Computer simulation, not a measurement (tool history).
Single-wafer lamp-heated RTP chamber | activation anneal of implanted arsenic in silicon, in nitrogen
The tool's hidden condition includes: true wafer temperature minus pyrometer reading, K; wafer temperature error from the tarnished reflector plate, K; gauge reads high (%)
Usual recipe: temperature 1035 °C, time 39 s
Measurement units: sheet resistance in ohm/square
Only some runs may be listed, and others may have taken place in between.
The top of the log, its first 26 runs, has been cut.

run,hour,temperature,time,wafers since the last listed run,wafers since the last pyrometer calibration,wafers since the reflector plate was cleaned,hours since the gauge calibration,"read-back reference wafer on the same gauge, sheet resistance",sheet resistance
# hour 1257.9: gauge calibrated
27,1285.9,1006,45,517,4010,5319,28.0,118.00,107.85
28,1318.5,1045,56,346,4356,5665,60.6,118.01,96.03
29,1363.7,1035,39,479,4836,6145,105.8,117.89,101.84
# hour 1432.4: pyrometer window cleaned and pyrometer calibrated
30,1434.9,1035,39,671,26,6816,177.0,117.92,101.43
# hour 1463.9: reflector plate cleaned
31,1469.8,1054,48,285,311,62,211.9,118.01,97.58
32,1613.5,1010,45,1525,1837,1587,355.6,117.97,107.96
33,1685.3,1055,58,762,2599,2350,427.4,118.01,95.05
34,1732.6,1061,22,502,3102,2852,474.7,118.11,102.88
35,1783.4,1049,54,539,3641,3391,525.5,117.89,96.57
36,1836.6,1035,39,564,4206,3956,578.7,118.03,102.87
# hour 1875.6: pyrometer window cleaned and pyrometer calibrated
37,1891.1,1006,30,493,164,4450,633.2,117.91,112.33

Forecast each of these 3 alternatives for the next run:
A,1891.5,1035,39,4,169,4454,633.6,?,?
B,1891.5,1063,20,4,169,4454,633.6,?,?
C,1891.5,1043,30,4,169,4454,633.6,?,?

run,"read-back reference wafer on the same gauge, sheet resistance",sheet resistance
A,117.98,102.47
B,117.98,102.91
C,117.98,103.28
The same runs, with their run-to-run variation unchanged, on a tool lacking any hidden condition would have given:
run,sheet resistance
A,103.22
B,103.64
C,104.02

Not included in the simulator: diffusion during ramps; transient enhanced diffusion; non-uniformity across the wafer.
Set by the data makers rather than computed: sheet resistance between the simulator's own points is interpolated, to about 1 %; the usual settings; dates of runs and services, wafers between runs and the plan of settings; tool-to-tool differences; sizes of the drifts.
